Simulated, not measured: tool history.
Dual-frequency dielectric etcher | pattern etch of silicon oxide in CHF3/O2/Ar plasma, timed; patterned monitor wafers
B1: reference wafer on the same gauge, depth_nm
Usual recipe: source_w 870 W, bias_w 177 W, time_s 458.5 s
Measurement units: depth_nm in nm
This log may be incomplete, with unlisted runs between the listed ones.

Run 1, hour 0: usual settings but source_w 1010 W, time_s 548.5 s; B1 816.8. Result: depth_nm 1186.1 nm.
Run 2, hour 28.1: usual settings but source_w 1020 W; B1 817.5. Result: depth_nm 1004.2 nm.
Run 3, hour 62.9: usual settings but source_w 1020 W; B1 817.8. Result: depth_nm 982.3 nm.
Run 4, hour 95.1: usual settings but source_w 1020 W; B1 817.7. Result: depth_nm 975.9 nm.
Run 5, hour 110.7: usual settings; B1 816.9. Result: depth_nm 928.7 nm.
Run 6, hour 131.1: usual settings; B1 816.6. Result: depth_nm 920.3 nm.
Run 7, hour 154.7: usual settings; B1 817.5. Result: depth_nm 932.6 nm.
Run 8, hour 181.3: usual settings but source_w 980 W, time_s 414.5 s; B1 817.3. Result: depth_nm 881.4 nm.
Run 9, hour 205.1: usual settings but source_w 980 W, time_s 414.5 s; B1 817.7. Result: depth_nm 880 nm.
Run 10, hour 219.1: usual settings but time_s 390 s; B1 816.6. Result: depth_nm 773.4 nm.
At hour 245.8: source power generator calibrated.
Run 11, hour 246.3: usual settings but source_w 1060 W; B1 816.1. Result: depth_nm 972.9 nm.
Run 12, hour 268.1: usual settings but source_w 1020 W; B1 816.4. Result: depth_nm 969.2 nm.
At hour 299.5: wet clean of the chamber.
Run 13, hour 300: usual settings; B1 815.4. Result: depth_nm 983.8 nm.
Run 14, hour 316: usual settings but source_w 1090 W, bias_w 161 W, time_s 514 s; B1 818.6. Result: depth_nm 1155.2 nm.
At hour 331.7: bias power generator calibrated.
Run 15, hour 347.7: usual settings but time_s 397 s; B1 816.4. Result: depth_nm 845.2 nm.
At hour 350.2: gauge calibrated.
Run 16, hour 364.4: usual settings; B1 817.7. Result: depth_nm 966.5 nm.
Run 17, hour 385.5: usual settings; B1 816.7. Result: depth_nm 970 nm.
Run 18, hour 400.3: usual settings; B1 817.3. Result: depth_nm 971 nm.
Run 19, hour 428.4: usual settings but source_w 1060 W, bias_w 197 W; B1 817.2. Result: depth_nm 1079.4 nm.
Run 20, hour 458.7: usual settings but source_w 750 W, time_s 382.5 s; B1 815.6. Result: depth_nm 765 nm.
Run 21, hour 478.2: usual settings but time_s 400.5 s; B1 817.2. Result: depth_nm 843.7 nm.
Run 22, hour 492.5: usual settings but bias_w 149 W, time_s 386.5 s; B1 816.6. Result: depth_nm 775.6 nm.
Run 23, hour 520.7: usual settings but source_w 780 W, bias_w 191 W, time_s 586.5 s; B1 816.4. Result: depth_nm 1193.7 nm.
Run 24, hour 544.4: usual settings but bias_w 195 W, time_s 387.5 s; B1 817.4. Result: depth_nm 831.9 nm.
Run 25, hour 559.8: usual settings; B1 816.3. Result: depth_nm 954.5 nm.
Run 26, hour 592.6: usual settings but time_s 371.5 s; B1 816.6. Result: depth_nm 775.3 nm.
Run 27, hour 618.1: usual settings; B1 816.9. Result: depth_nm 949.9 nm.
Run 28, hour 641.1: usual settings but source_w 760 W, bias_w 193 W, time_s 563.5 s; B1 817.4. Result: depth_nm 1137 nm.
Run 29, hour 665.6: usual settings but source_w 740 W, bias_w 154 W, time_s 385 s; B1 817. Result: depth_nm 721.9 nm.

The tool's hidden state at each run:
source power that arrives over what is set, %: 0 across all the runs
bias power that arrives over what is set, %: 0 across all the runs
gauge reads high (%): 0 across all the runs
H1: etch rate over this chamber's usual, %
run      H1
  1   -4.15
  2   -4.45
  3   -4.82
  4   -5.16
  5   -5.32
  6   -5.54
  7   -5.79
  8   -6.07
  9   -6.32
 10   -6.47
 11   -6.76
 12   -6.99
 13  0.0312
 14  -0.138
 15  -0.473
 16   -0.65
 17  -0.873
 18   -1.03
 19   -1.33
 20   -1.65
 21   -1.85
 22      -2
 23    -2.3
 24   -2.55
 25   -2.72
 26   -3.06
 27   -3.33
 28   -3.58
 29   -3.84
